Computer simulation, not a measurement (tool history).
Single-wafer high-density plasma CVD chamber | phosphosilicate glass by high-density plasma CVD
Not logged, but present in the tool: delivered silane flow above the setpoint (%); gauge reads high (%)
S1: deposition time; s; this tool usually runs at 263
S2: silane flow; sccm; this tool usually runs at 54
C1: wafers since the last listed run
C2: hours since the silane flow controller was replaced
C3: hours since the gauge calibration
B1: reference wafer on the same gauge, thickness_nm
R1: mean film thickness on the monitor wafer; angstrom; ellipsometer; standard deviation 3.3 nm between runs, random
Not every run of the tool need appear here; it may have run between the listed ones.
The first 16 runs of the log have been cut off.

run 17 day=27.262 | S1=263 S2=54 | C1=246 C2=226.9 C3=1192 | B1=1390.388 | R1=13475.56
run 18 day=28.921 | S1=263 S2=54 | C1=394 C2=266.7 C3=1231.8 | B1=1390.413 | R1=13523.09
run 19 day=30.392 | S1=263 S2=54 | C1=350 C2=302 C3=1267.1 | B1=1390.006 | R1=13523.76
run 20 day=31.558 | S1=263 S2=54 | C1=277 C2=330 C3=1295.1 | B1=1390.326 | R1=13577.66
run 21 day=36.267 | S1=241 S2=50 | C1=1120 C2=443 C3=1408.1 | B1=1389.932 | R1=11469.83
run 22 day=37.708 | S1=305 S2=58 | C1=343 C2=477.6 C3=1442.7 | B1=1389.864 | R1=16812.45
run 23 day=39.088 | S1=224 S2=58 | C1=328 C2=510.7 C3=1475.8 | B1=1390.199 | R1=12357.14
-- day=40.229 gauge calibrated
run 24 day=41.942 | S1=282 S2=54 | C1=679 C2=579.2 C3=41.1 | B1=1390.908 | R1=14464.86
run 25 day=43.412 | S1=305 S2=54 | C1=350 C2=614.5 C3=76.4 | B1=1390.334 | R1=15587.77
run 26 day=44.671 | S1=263 S2=50 | C1=299 C2=644.7 C3=106.6 | B1=1389.625 | R1=12519.5
run 27 day=45.888 | S1=284 S2=54 | C1=289 C2=673.9 C3=135.8 | B1=1389.325 | R1=14634.24
run 28 day=48.192 | S1=263 S2=54 | C1=548 C2=729.2 C3=191.1 | B1=1389.814 | R1=13519.21
run 29 day=49.7 | S1=263 S2=54 | C1=359 C2=765.4 C3=227.3 | B1=1390.1 | R1=13525.22
run 30 day=50.75 | S1=284 S2=60 | C1=249 C2=790.6 C3=252.5 | B1=1389.635 | R1=16276.59
run 31 day=52.829 | S1=296 S2=62 | C1=494 C2=840.5 C3=302.4 | B1=1390.014 | R1=17516.18
run 32 day=54.642 | S1=244 S2=64 | C1=431 C2=884 C3=345.9 | B1=1389.583 | R1=14841.88

Here are 5 independent what-if runs from the current tool condition. What would each one return?
run A day=54.662 | S1=263 S2=54 | C1=4 C2=884.5 C3=346.4 | B1=? | R1=?
run B day=54.662 | S1=263 S2=62 | C1=4 C2=884.5 C3=346.4 | B1=? | R1=?
run C day=54.662 | S1=263 S2=44 | C1=4 C2=884.5 C3=346.4 | B1=? | R1=?
run D day=54.662 | S1=213 S2=64 | C1=4 C2=884.5 C3=346.4 | B1=? | R1=?
run E day=54.662 | S1=223 S2=51 | C1=4 C2=884.5 C3=346.4 | B1=? | R1=?

run=A B1=1389.501 R1=13507.37
run=B B1=1389.501 R1=15508.46
run=C B1=1389.501 R1=11006.01
run=D B1=1389.501 R1=12965.25
run=E B1=1389.501 R1=10816.74
With no hidden state in the tool, these same runs would have given:
run=A R1=13507.37
run=B R1=15508.46
run=C R1=11006.01
run=D R1=12965.25
run=E R1=10816.74

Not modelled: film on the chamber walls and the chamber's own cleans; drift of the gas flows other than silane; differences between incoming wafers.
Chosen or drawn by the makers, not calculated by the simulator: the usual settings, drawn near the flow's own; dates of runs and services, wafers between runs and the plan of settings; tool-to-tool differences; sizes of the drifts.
